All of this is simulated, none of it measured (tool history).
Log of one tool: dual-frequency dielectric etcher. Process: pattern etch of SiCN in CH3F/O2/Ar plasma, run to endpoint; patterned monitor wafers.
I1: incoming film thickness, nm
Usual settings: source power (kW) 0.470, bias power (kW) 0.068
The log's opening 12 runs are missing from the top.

{"run": 13, "hour": 144.2, "source power (kW)": 0.47, "bias power (kW)": 0.068, "I1": 11.72, "endpoint time (s)": 30.7}
{"hour": 149.7, "done": "bias power generator calibrated"}
{"run": 14, "hour": 153.6, "source power (kW)": 0.47, "bias power (kW)": 0.068, "I1": 11.85, "endpoint time (s)": 30.9}
{"run": 15, "hour": 161.4, "source power (kW)": 0.35, "bias power (kW)": 0.062, "I1": 11.67, "endpoint time (s)": 38.0}
{"run": 16, "hour": 169.3, "source power (kW)": 0.59, "bias power (kW)": 0.068, "I1": 11.74, "endpoint time (s)": 27.0}
{"run": 17, "hour": 182.7, "source power (kW)": 0.44, "bias power (kW)": 0.068, "I1": 11.94, "endpoint time (s)": 32.6}
{"run": 18, "hour": 198.4, "source power (kW)": 0.39, "bias power (kW)": 0.068, "I1": 11.72, "endpoint time (s)": 34.3}
{"run": 19, "hour": 209.8, "source power (kW)": 0.47, "bias power (kW)": 0.068, "I1": 11.84, "endpoint time (s)": 31.0}
{"run": 20, "hour": 221.0, "source power (kW)": 0.47, "bias power (kW)": 0.068, "I1": 11.74, "endpoint time (s)": 30.8}
{"hour": 269.9, "done": "upper electrode replaced"}
{"run": 21, "hour": 270.4, "source power (kW)": 0.47, "bias power (kW)": 0.068, "I1": 11.85, "endpoint time (s)": 31.3}
{"run": 22, "hour": 281.0, "source power (kW)": 0.47, "bias power (kW)": 0.054, "I1": 11.8, "endpoint time (s)": 33.0}
{"run": 23, "hour": 291.8, "source power (kW)": 0.47, "bias power (kW)": 0.078, "I1": 11.8, "endpoint time (s)": 30.1}
{"run": 24, "hour": 300.0, "source power (kW)": 0.47, "bias power (kW)": 0.068, "I1": 11.68, "endpoint time (s)": 31.0}
{"run": 25, "hour": 316.1, "source power (kW)": 0.56, "bias power (kW)": 0.058, "I1": 11.75, "endpoint time (s)": 29.2}
{"run": 26, "hour": 328.5, "source power (kW)": 0.53, "bias power (kW)": 0.061, "I1": 11.84, "endpoint time (s)": 30.2}
{"run": 27, "hour": 339.0, "source power (kW)": 0.36, "bias power (kW)": 0.084, "I1": 11.77, "endpoint time (s)": 35.2}
{"run": 28, "hour": 356.0, "source power (kW)": 0.47, "bias power (kW)": 0.054, "I1": 11.87, "endpoint time (s)": 33.4}
{"run": 29, "hour": 362.6, "source power (kW)": 0.59, "bias power (kW)": 0.055, "I1": 11.72, "endpoint time (s)": 28.8}
{"hour": 396.3, "done": "wet clean of the chamber"}
{"run": 30, "hour": 396.8, "source power (kW)": 0.36, "bias power (kW)": 0.06, "I1": 11.84, "endpoint time (s)": 37.3}
{"run": 31, "hour": 397.1, "source power (kW)": 0.47, "bias power (kW)": 0.077, "I1": 11.89, "endpoint time (s)": 29.2}
{"run": 32, "hour": 412.1, "source power (kW)": 0.58, "bias power (kW)": 0.082, "I1": 11.78, "endpoint time (s)": 25.4}
{"run": 33, "hour": 420.2, "source power (kW)": 0.58, "bias power (kW)": 0.085, "I1": 11.88, "endpoint time (s)": 25.4}
{"run": 34, "hour": 431.5, "source power (kW)": 0.47, "bias power (kW)": 0.079, "I1": 11.81, "endpoint time (s)": 29.0}
{"run": 35, "hour": 445.6, "source power (kW)": 0.47, "bias power (kW)": 0.053, "I1": 11.76, "endpoint time (s)": 32.1}
{"run": 36, "hour": 455.5, "source power (kW)": 0.56, "bias power (kW)": 0.083, "I1": 11.73, "endpoint time (s)": 25.8}

Predict each of these 3 candidate next runs independently; none follows another, all start after run 36:
{"run": "A", "hour": 455.9, "source power (kW)": 0.58, "bias power (kW)": 0.068, "I1": 11.75, "endpoint time (s)": "?"}
{"run": "B", "hour": 455.9, "source power (kW)": 0.51, "bias power (kW)": 0.054, "I1": 11.75, "endpoint time (s)": "?"}
{"run": "C", "hour": 455.9, "source power (kW)": 0.56, "bias power (kW)": 0.063, "I1": 11.75, "endpoint time (s)": "?"}

run=A endpoint_time_(s)=26.9
run=B endpoint_time_(s)=30.6
run=C endpoint_time_(s)=28.0
Take away the tool's hidden state, keep each run's random variation, and the runs would have read:
run=A endpoint_time_(s)=27.0
run=B endpoint_time_(s)=30.8
run=C endpoint_time_(s)=28.1
